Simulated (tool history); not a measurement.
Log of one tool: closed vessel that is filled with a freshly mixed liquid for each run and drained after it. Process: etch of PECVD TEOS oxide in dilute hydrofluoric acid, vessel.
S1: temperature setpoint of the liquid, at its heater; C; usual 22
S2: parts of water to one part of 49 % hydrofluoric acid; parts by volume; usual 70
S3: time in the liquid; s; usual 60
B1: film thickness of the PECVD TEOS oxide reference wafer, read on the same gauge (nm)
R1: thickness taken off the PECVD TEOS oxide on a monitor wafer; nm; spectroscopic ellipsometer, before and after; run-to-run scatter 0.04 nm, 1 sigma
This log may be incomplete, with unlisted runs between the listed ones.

run	day	S1	S2	S3	B1	R1
1	0	22	60	60	140.03	16.72
2	0.254	22	70	60	139.98	14.25
3	0.671	22	70	60	139.97	14.23
4	1.242	22	70	60	140	14.18
5	1.538	22	70	60	140	14.25
# day 2.625: gauge calibrated
6	3.688	19.5	70	85	140.02	18.19
7	4.096	22	70	60	139.97	14.22
# day 4.179: hydrofluoric acid flow meter replaced
8	4.542	22	70	60	139.98	12.69
9	5.229	22	70	60	140.02	12.69
10	5.525	22	70	60	139.98	12.7
11	6.167	17.5	95	35	140	4.41
12	6.742	22	70	60	140.02	12.71
13	7.842	22	85	60	140.02	10.32
# day 8.208: thermometer replaced
14	8.408	22	70	60	140	14.17

Forecast run 15:
15	8.996	19.5	70	40	?	?

B1: 139.97
R1: 8.52 nm
Were there no unlogged condition in the tool, this run, its random variation unchanged, would have produced R1 8.51 nm.

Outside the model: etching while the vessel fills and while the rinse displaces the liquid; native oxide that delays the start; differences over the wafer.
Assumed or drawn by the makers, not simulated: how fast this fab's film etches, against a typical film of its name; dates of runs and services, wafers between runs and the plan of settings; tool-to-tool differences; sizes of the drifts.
